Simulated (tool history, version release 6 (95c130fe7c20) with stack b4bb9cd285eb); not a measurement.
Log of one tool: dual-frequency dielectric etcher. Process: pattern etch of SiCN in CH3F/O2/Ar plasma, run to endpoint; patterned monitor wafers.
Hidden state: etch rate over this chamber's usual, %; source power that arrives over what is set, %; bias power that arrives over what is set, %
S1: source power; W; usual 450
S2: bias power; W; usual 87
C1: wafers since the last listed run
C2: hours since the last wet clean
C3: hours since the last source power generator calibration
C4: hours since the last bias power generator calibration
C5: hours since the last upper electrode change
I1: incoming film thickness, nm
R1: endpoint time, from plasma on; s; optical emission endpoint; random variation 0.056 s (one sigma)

Run 1, hour 0.0: usual settings; C1 0; C2 477.7; C3 1813.9; C4 3307.6; C5 4566.4; I1 7.00. Result: R1 16.8 s.
Run 2, hour 9.5: usual settings; C1 160; C2 487.2; C3 1823.4; C4 3317.1; C5 4575.9; I1 7.00. Result: R1 16.8 s.
Run 3, hour 16.0: usual settings; C1 109; C2 493.7; C3 1829.9; C4 3323.6; C5 4582.4; I1 6.99. Result: R1 16.9 s.
Run 4, hour 31.8: usual settings but S1 530 W; C1 267; C2 509.5; C3 1845.7; C4 3339.4; C5 4598.2; I1 7.02. Result: R1 15.7 s.
Run 5, hour 45.3: usual settings but S1 530 W; C1 228; C2 523.0; C3 1859.2; C4 3352.9; C5 4611.7; I1 7.03. Result: R1 15.7 s.
At hour 72.5: upper electrode replaced, of another model than before.
Run 6, hour 73.0: usual settings but S1 530 W; C1 62; C2 550.7; C3 1886.9; C4 3380.6; C5 0.5; I1 7.07. Result: R1 15.4 s.
Run 7, hour 73.3: usual settings; C1 5; C2 551.0; C3 1887.2; C4 3380.9; C5 0.8; I1 7.06. Result: R1 17.1 s.
Run 8, hour 73.6: usual settings; C1 5; C2 551.3; C3 1887.5; C4 3381.2; C5 1.1; I1 7.00. Result: R1 16.9 s.
Run 9, hour 84.3: usual settings; C1 180; C2 562.0; C3 1898.2; C4 3391.9; C5 11.8; I1 7.01. Result: R1 17.0 s.
Run 10, hour 90.5: usual settings but S1 390 W; C1 104; C2 568.2; C3 1904.4; C4 3398.1; C5 18.0; I1 6.95. Result: R1 18.8 s.
At hour 94.8: bias power generator calibrated.
At hour 115.2: wet clean of the chamber.
Run 11, hour 115.7: usual settings but S1 540 W, S2 106 W; C1 11; C2 0.5; C3 1929.6; C4 20.9; C5 43.2; I1 6.99. Result: R1 13.1 s.
Run 12, hour 123.4: usual settings but S1 380 W, S2 77 W; C1 130; C2 8.2; C3 1937.3; C4 28.6; C5 50.9; I1 7.05. Result: R1 19.9 s.
At hour 132.6: source power generator calibrated.
Run 13, hour 135.9: usual settings but S1 370 W; C1 143; C2 20.7; C3 3.3; C4 41.1; C5 63.4; I1 7.07. Result: R1 19.2 s.
Run 14, hour 142.4: usual settings; C1 109; C2 27.2; C3 9.8; C4 47.6; C5 69.9; I1 7.06. Result: R1 16.5 s.
Run 15, hour 160.2: usual settings but S1 340 W; C1 301; C2 45.0; C3 27.6; C4 65.4; C5 87.7; I1 7.01. Result: R1 20.5 s.
Run 16, hour 173.2: usual settings but S1 530 W; C1 219; C2 58.0; C3 40.6; C4 78.4; C5 100.7; I1 7.03. Result: R1 14.7 s.
Run 17, hour 183.8: usual settings; C1 179; C2 68.6; C3 51.2; C4 89.0; C5 111.3; I1 7.01. Result: R1 16.3 s.
Run 18, hour 194.6: usual settings but S1 420 W, S2 67 W; C1 182; C2 79.4; C3 62.0; C4 99.8; C5 122.1; I1 6.94. Result: R1 19.4 s.

Forecast each of these 4 alternatives for the next run:
Run A, hour 195.0: usual settings but S1 550 W; C1 6; C2 79.8; C3 62.4; C4 100.2; C5 122.5; I1 7.00. Result: R1 ?.
Run B, hour 195.0: usual settings but S1 480 W, S2 101 W; C1 6; C2 79.8; C3 62.4; C4 100.2; C5 122.5; I1 7.00. Result: R1 ?.
Run C, hour 195.0: usual settings but S1 520 W, S2 67 W; C1 6; C2 79.8; C3 62.4; C4 100.2; C5 122.5; I1 7.00. Result: R1 ?.
Run D, hour 195.0: usual settings but S1 520 W, S2 74 W; C1 6; C2 79.8; C3 62.4; C4 100.2; C5 122.5; I1 7.00. Result: R1 ?.

run    R1
  A  14.3
  B  14.5
  C  16.9
  D  16.0
Without the tool's hidden state the same runs would have given:
run    R1
  A  14.1
  B  14.3
  C  16.7
  D  15.9

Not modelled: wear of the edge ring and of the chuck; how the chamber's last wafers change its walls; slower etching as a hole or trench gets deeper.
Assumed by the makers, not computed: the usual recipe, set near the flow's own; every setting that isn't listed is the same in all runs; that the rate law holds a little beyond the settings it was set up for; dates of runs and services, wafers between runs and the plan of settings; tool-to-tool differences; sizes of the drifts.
